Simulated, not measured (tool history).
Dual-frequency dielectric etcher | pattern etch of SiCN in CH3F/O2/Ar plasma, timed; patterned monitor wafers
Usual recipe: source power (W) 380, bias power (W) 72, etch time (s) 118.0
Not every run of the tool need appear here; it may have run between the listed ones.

run	hour	source power (W)	bias power (W)	etch time (s)	wafers since the last listed run	hours since the last wet clean	hours since the last source power generator calibration	hours since the last bias power generator calibration	hours since the last upper electrode change	hours since the gauge calibration	read-back reference wafer on the same gauge, depth_nm	mean etch depth across the wafer (Å)
1	0.0	380	72	118.0	0	299.6	4278.2	5096.7	4627.1	554.8	51.30	430.7
2	70.7	380	72	118.0	792	370.3	4348.9	5167.4	4697.8	625.5	51.34	434.4
# hour 174.3: wet clean of the chamber
3	174.8	380	72	118.0	898	0.5	4453.0	5271.5	4801.9	729.6	51.27	433.5
4	208.3	380	72	118.0	375	34.0	4486.5	5305.0	4835.4	763.1	51.30	430.6
5	265.1	380	72	118.0	636	90.8	4543.3	5361.8	4892.2	819.9	51.30	432.2
6	337.9	380	72	118.0	816	163.6	4616.1	5434.6	4965.0	892.7	51.33	429.3
7	421.2	380	72	131.5	933	246.9	4699.4	5517.9	5048.3	976.0	51.31	484.5
# hour 501.7: bias power generator calibrated
# hour 522.6: upper electrode replaced
8	523.4	380	72	118.0	866	349.1	4801.6	21.7	0.8	1078.2	51.32	436.3
9	563.0	380	72	118.0	443	388.7	4841.2	61.3	40.4	1117.8	51.34	434.4
10	620.9	380	72	130.5	649	446.6	4899.1	119.2	98.3	1175.7	51.29	477.7
# hour 646.2: wet clean of the chamber
# hour 711.6: source power generator calibrated
11	725.8	380	72	130.5	862	79.6	14.2	224.1	203.2	1280.6	51.30	480.3
12	775.1	380	72	130.5	552	128.9	63.5	273.4	252.5	1329.9	51.30	477.3
13	814.2	380	72	118.0	438	168.0	102.6	312.5	291.6	1369.0	51.33	432.8
14	862.5	380	83	92.0	541	216.3	150.9	360.8	339.9	1417.3	51.29	351.9
15	902.9	340	56	95.5	452	256.7	191.3	401.2	380.3	1457.7	51.36	313.1
16	958.9	380	72	118.0	627	312.7	247.3	457.2	436.3	1513.7	51.35	433.5
# hour 1021.6: wet clean of the chamber
17	1022.1	310	59	131.5	439	0.5	310.5	520.4	499.5	1576.9	51.24	420.9
# hour 1029.1: gauge calibrated
18	1105.0	420	62	133.5	929	83.4	393.4	603.3	582.4	75.9	51.27	486.4
19	1194.8	380	82	118.0	1006	173.2	483.2	693.1	672.2	165.7	51.29	452.4
20	1289.1	380	62	118.0	1057	267.5	577.5	787.4	766.5	260.0	51.33	414.8
21	1376.6	450	79	152.5	980	355.0	665.0	874.9	854.0	347.5	51.27	612.0
# hour 1416.9: wet clean of the chamber
22	1444.9	350	81	142.0	496	28.0	733.3	943.2	922.3	415.8	51.29	527.0
23	1489.9	380	72	118.0	504	73.0	778.3	988.2	967.3	460.8	51.36	434.6
24	1566.4	380	65	90.0	857	149.5	854.8	1064.7	1043.8	537.3	51.34	319.7
25	1609.7	450	83	142.0	485	192.8	898.1	1108.0	1087.1	580.6	51.30	575.7
26	1703.4	380	72	118.0	1050	286.5	991.8	1201.7	1180.8	674.3	51.31	434.4
27	1784.4	380	72	118.0	908	367.5	1072.8	1282.7	1261.8	755.3	51.31	432.6

Run 28 is up next; what results do you expect?
# hour 1847.2: wet clean of the chamber
28	1863.7	380	72	118.0	619	16.5	1152.1	1362.0	1341.1	834.6	?	?

{"run 28": {"read-back reference wafer on the same gauge, depth_nm": 51.3, "mean etch depth across the wafer (Å)": 434.5}}
Take away the tool's hidden state, keep the run-to-run variation as it was, and the same run would have given mean etch depth across the wafer (Å) 434.5.
